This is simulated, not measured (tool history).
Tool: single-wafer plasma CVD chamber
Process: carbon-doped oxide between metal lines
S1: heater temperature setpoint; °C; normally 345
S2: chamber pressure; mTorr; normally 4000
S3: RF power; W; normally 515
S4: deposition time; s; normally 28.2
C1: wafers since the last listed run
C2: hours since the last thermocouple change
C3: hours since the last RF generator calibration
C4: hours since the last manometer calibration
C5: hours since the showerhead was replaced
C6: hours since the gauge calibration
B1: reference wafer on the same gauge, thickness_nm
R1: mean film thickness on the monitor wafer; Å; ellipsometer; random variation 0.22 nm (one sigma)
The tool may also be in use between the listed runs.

{"run": 1, "hour": 0.0, "S1": 345, "S2": 4000, "S3": 515, "S4": 28.2, "C1": 0, "C2": 1910, "C3": 1846.9, "C4": 1690.8, "C5": 3587.2, "C6": 123.7, "B1": 143.464, "R1": 1454.29}
{"run": 2, "hour": 17.0, "S1": 345, "S2": 4000, "S3": 515, "S4": 28.2, "C1": 517, "C2": 1927, "C3": 1863.9, "C4": 1707.8, "C5": 3604.2, "C6": 140.7, "B1": 143.56, "R1": 1457.89}
{"run": 3, "hour": 47.6, "S1": 345, "S2": 4590, "S3": 555, "S4": 28.2, "C1": 931, "C2": 1957.6, "C3": 1894.5, "C4": 1738.4, "C5": 3634.8, "C6": 171.3, "B1": 143.681, "R1": 1514.52}
{"run": 4, "hour": 65.3, "S1": 345, "S2": 4590, "S3": 555, "S4": 28.2, "C1": 538, "C2": 1975.3, "C3": 1912.2, "C4": 1756.1, "C5": 3652.5, "C6": 189, "B1": 143.874, "R1": 1513.26}
{"run": 5, "hour": 74.8, "S1": 345, "S2": 4000, "S3": 515, "S4": 28.2, "C1": 289, "C2": 1984.8, "C3": 1921.7, "C4": 1765.6, "C5": 3662, "C6": 198.5, "B1": 143.844, "R1": 1457.48}
{"hour": 89.7, "done": "thermocouple changed; heater temperature recalibrated"}
{"run": 6, "hour": 90.3, "S1": 345, "S2": 4000, "S3": 515, "S4": 28.2, "C1": 228, "C2": 0.6, "C3": 1937.2, "C4": 1781.1, "C5": 3677.5, "C6": 214, "B1": 143.991, "R1": 1456.66}
{"hour": 90.5, "done": "gauge calibrated"}
{"run": 7, "hour": 100.7, "S1": 345, "S2": 4000, "S3": 515, "S4": 28.2, "C1": 316, "C2": 11, "C3": 1947.6, "C4": 1791.5, "C5": 3687.9, "C6": 10.2, "B1": 143.251, "R1": 1451.44}
{"hour": 109.1, "done": "RF generator calibrated"}
{"run": 8, "hour": 109.6, "S1": 345, "S2": 4000, "S3": 515, "S4": 28.2, "C1": 27, "C2": 19.9, "C3": 0.5, "C4": 1800.4, "C5": 3696.8, "C6": 19.1, "B1": 143.241, "R1": 1453.43}
{"run": 9, "hour": 117.1, "S1": 345, "S2": 4000, "S3": 515, "S4": 28.2, "C1": 228, "C2": 27.4, "C3": 8, "C4": 1807.9, "C5": 3704.3, "C6": 26.6, "B1": 143.285, "R1": 1454.79}
{"hour": 134.6, "done": "showerhead replaced"}
{"run": 10, "hour": 136.6, "S1": 349, "S2": 3410, "S3": 515, "S4": 31, "C1": 349, "C2": 46.9, "C3": 27.5, "C4": 1827.4, "C5": 2, "C6": 46.1, "B1": 143.403, "R1": 1551.54}
{"run": 11, "hour": 148.2, "S1": 339, "S2": 4000, "S3": 580, "S4": 28.2, "C1": 352, "C2": 58.5, "C3": 39.1, "C4": 1839, "C5": 13.6, "C6": 57.7, "B1": 143.426, "R1": 1548.92}
{"hour": 160.8, "done": "capacitance manometer re-zeroed and calibrated"}
{"run": 12, "hour": 161.3, "S1": 345, "S2": 4000, "S3": 565, "S4": 28.2, "C1": 155, "C2": 71.6, "C3": 52.2, "C4": 0.5, "C5": 26.7, "C6": 70.8, "B1": 143.514, "R1": 1502.57}
{"run": 13, "hour": 162.7, "S1": 345, "S2": 5000, "S3": 430, "S4": 28.2, "C1": 42, "C2": 73, "C3": 53.6, "C4": 1.9, "C5": 28.1, "C6": 72.2, "B1": 143.512, "R1": 1418.74}
{"run": 14, "hour": 171.4, "S1": 345, "S2": 3290, "S3": 515, "S4": 28.2, "C1": 264, "C2": 81.7, "C3": 62.3, "C4": 10.6, "C5": 36.8, "C6": 80.9, "B1": 143.584, "R1": 1430.57}
{"run": 15, "hour": 184.6, "S1": 345, "S2": 3190, "S3": 515, "S4": 23.2, "C1": 401, "C2": 94.9, "C3": 75.5, "C4": 23.8, "C5": 50, "C6": 94.1, "B1": 143.677, "R1": 1178.34}
{"run": 16, "hour": 202.1, "S1": 349, "S2": 4000, "S3": 515, "S4": 32.1, "C1": 532, "C2": 112.4, "C3": 93, "C4": 41.3, "C5": 67.5, "C6": 111.6, "B1": 143.759, "R1": 1633.95}

What the log doesn't show, run by run:
wafer temperature above the value expected at the setpoint (K): 0, the same for each run
delivered RF power above the setpoint (%): 0, the same for each run
true pressure above the setpoint (%): 0, the same for each run
H1: gauge reads high (%)
run=1 H1=0.31
run=2 H1=0.378
run=3 H1=0.501
run=4 H1=0.572
run=5 H1=0.61
run=6 H1=0.672
run=7 H1=0.122
run=8 H1=0.158
run=9 H1=0.188
run=10 H1=0.266
run=11 H1=0.312
run=12 H1=0.365
run=13 H1=0.37
run=14 H1=0.405
run=15 H1=0.458
run=16 H1=0.528

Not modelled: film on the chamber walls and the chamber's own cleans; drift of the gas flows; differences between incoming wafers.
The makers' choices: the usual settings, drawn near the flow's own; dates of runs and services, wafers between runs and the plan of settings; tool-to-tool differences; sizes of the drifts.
